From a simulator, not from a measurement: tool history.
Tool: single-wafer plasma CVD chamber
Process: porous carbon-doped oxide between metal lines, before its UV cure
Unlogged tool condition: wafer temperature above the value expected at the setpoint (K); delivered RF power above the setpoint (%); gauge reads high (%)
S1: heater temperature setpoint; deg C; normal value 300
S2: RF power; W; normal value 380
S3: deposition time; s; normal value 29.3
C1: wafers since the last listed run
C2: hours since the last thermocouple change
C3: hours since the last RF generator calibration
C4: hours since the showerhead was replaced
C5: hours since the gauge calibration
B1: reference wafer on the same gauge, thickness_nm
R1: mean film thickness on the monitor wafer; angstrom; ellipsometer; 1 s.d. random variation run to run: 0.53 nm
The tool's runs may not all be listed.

run 1 hour=0.0 | S1=310 S2=380 S3=29.3 | C1=0 C2=1712.8 C3=375.4 C4=2793.1 C5=46.4 | B1=118.899 | R1=1094.54
run 2 hour=60.0 | S1=300 S2=380 S3=29.3 | C1=877 C2=1772.8 C3=435.4 C4=2853.1 C5=106.4 | B1=119.074 | R1=1157.54
run 3 hour=86.9 | S1=300 S2=380 S3=29.3 | C1=393 C2=1799.7 C3=462.3 C4=2880.0 C5=133.3 | B1=118.991 | R1=1145.96
run 4 hour=148.4 | S1=300 S2=380 S3=29.3 | C1=899 C2=1861.2 C3=523.8 C4=2941.5 C5=194.8 | B1=119.153 | R1=1156.21
run 5 hour=191.3 | S1=300 S2=380 S3=29.3 | C1=627 C2=1904.1 C3=566.7 C4=2984.4 C5=237.7 | B1=119.035 | R1=1158.52
run 6 hour=222.5 | S1=300 S2=380 S3=29.3 | C1=456 C2=1935.3 C3=597.9 C4=3015.6 C5=268.9 | B1=118.982 | R1=1164.49
-- hour=430.3 showerhead replaced
run 7 hour=430.8 | S1=300 S2=380 S3=29.3 | C1=2928 C2=2143.6 C3=806.2 C4=0.5 C5=477.2 | B1=119.201 | R1=1167.53
run 8 hour=496.8 | S1=300 S2=360 S3=32.0 | C1=964 C2=2209.6 C3=872.2 C4=66.5 C5=543.2 | B1=118.990 | R1=1230.49
run 9 hour=531.6 | S1=300 S2=360 S3=32.0 | C1=508 C2=2244.4 C3=907.0 C4=101.3 C5=578.0 | B1=119.112 | R1=1231.77
-- hour=548.9 thermocouple changed; heater temperature recalibrated
-- hour=551.4 gauge calibrated
run 10 hour=557.0 | S1=300 S2=360 S3=32.0 | C1=254 C2=8.1 C3=932.4 C4=126.7 C5=5.6 | B1=119.141 | R1=1224.86
run 11 hour=600.2 | S1=300 S2=380 S3=29.3 | C1=631 C2=51.3 C3=975.6 C4=169.9 C5=48.8 | B1=119.081 | R1=1155.64
run 12 hour=626.7 | S1=300 S2=380 S3=29.3 | C1=387 C2=77.8 C3=1002.1 C4=196.4 C5=75.3 | B1=119.036 | R1=1155.35
run 13 hour=684.0 | S1=296 S2=360 S3=32.1 | C1=837 C2=135.1 C3=1059.4 C4=253.7 C5=132.6 | B1=119.117 | R1=1258.63
-- hour=743.8 RF generator calibrated
run 14 hour=744.8 | S1=296 S2=440 S3=34.3 | C1=771 C2=195.9 C3=1.0 C4=314.5 C5=193.4 | B1=119.268 | R1=1477.71
run 15 hour=801.0 | S1=313 S2=380 S3=24.4 | C1=821 C2=252.1 C3=57.2 C4=370.7 C5=249.6 | B1=119.268 | R1=906.37
run 16 hour=869.3 | S1=300 S2=445 S3=29.3 | C1=998 C2=320.4 C3=125.5 C4=439.0 C5=317.9 | B1=119.043 | R1=1244.87
run 17 hour=894.8 | S1=300 S2=420 S3=23.6 | C1=372 C2=345.9 C3=151.0 C4=464.5 C5=343.4 | B1=119.110 | R1=981.02
run 18 hour=923.6 | S1=309 S2=330 S3=29.3 | C1=421 C2=374.7 C3=179.8 C4=493.3 C5=372.2 | B1=119.049 | R1=1038.45
run 19 hour=992.1 | S1=300 S2=455 S3=29.3 | C1=1001 C2=443.2 C3=248.3 C4=561.8 C5=440.7 | B1=119.042 | R1=1256.34
run 20 hour=1034.9 | S1=307 S2=380 S3=24.4 | C1=625 C2=486.0 C3=291.1 C4=604.6 C5=483.5 | B1=119.078 | R1=939.63
run 21 hour=1092.0 | S1=300 S2=360 S3=32.0 | C1=834 C2=543.1 C3=348.2 C4=661.7 C5=540.6 | B1=119.103 | R1=1231.81
run 22 hour=1133.0 | S1=300 S2=455 S3=29.3 | C1=599 C2=584.1 C3=389.2 C4=702.7 C5=581.6 | B1=118.994 | R1=1260.88

Predict each of these 5 candidate next runs independently; none follows another, all start after run 22:
run A hour=1133.4 | S1=300 S2=305 S3=29.3 | C1=5 C2=584.5 C3=389.6 C4=703.1 C5=582.0 | B1=? | R1=?
run B hour=1133.4 | S1=285 S2=310 S3=29.3 | C1=5 C2=584.5 C3=389.6 C4=703.1 C5=582.0 | B1=? | R1=?
run C hour=1133.4 | S1=306 S2=360 S3=31.2 | C1=5 C2=584.5 C3=389.6 C4=703.1 C5=582.0 | B1=? | R1=?
run D hour=1133.4 | S1=315 S2=380 S3=24.5 | C1=5 C2=584.5 C3=389.6 C4=703.1 C5=582.0 | B1=? | R1=?
run E hour=1133.4 | S1=295 S2=425 S3=29.3 | C1=5 C2=584.5 C3=389.6 C4=703.1 C5=582.0 | B1=? | R1=?

run=A B1=119.033 R1=1056.92
run=B B1=119.033 R1=1155.29
run=C B1=119.033 R1=1169.32
run=D B1=119.033 R1=906.56
run=E B1=119.033 R1=1256.44
Without the tool's unlogged condition, the same runs would have read:
run=A R1=1056.92
run=B R1=1155.29
run=C R1=1169.32
run=D R1=906.56
run=E R1=1256.44

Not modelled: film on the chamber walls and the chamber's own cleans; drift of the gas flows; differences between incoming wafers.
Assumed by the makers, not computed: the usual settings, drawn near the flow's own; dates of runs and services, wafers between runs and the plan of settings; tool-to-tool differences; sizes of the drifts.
